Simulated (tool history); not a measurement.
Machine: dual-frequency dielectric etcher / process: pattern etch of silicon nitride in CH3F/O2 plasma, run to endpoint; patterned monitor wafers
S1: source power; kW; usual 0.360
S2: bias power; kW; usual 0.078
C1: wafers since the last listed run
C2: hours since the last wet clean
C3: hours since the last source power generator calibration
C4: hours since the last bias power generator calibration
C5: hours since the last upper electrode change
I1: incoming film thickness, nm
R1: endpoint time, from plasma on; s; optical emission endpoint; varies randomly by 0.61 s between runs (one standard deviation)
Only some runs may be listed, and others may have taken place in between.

run,hour,S1,S2,C1,C2,C3,C4,C5,I1,R1
1,0.0,0.310,0.078,0,333.8,4104.8,4229.7,4243.8,84.4,104.3
2,15.3,0.360,0.078,100,349.1,4120.1,4245.0,4259.1,84.0,94.4
3,46.9,0.390,0.078,206,380.7,4151.7,4276.6,4290.7,84.3,90.3
4,70.9,0.360,0.078,156,404.7,4175.7,4300.6,4314.7,84.0,94.8
5,88.6,0.360,0.078,115,422.4,4193.4,4318.3,4332.4,84.2,95.1
6,103.3,0.360,0.078,96,437.1,4208.1,4333.0,4347.1,84.7,96.1
# hour 138.5: upper electrode replaced
7,139.0,0.360,0.078,76,472.8,4243.8,4368.7,0.5,84.8,97.2
8,156.2,0.400,0.061,112,490.0,4261.0,4385.9,17.7,83.4,94.9

The next listed run, before its measurement:
9,185.5,0.310,0.072,191,519.3,4290.3,4415.2,47.0,84.2,?

Run 9 produced R1 108.5 s.
Without the tool's hidden state the same run would have given R1 104.2 s.
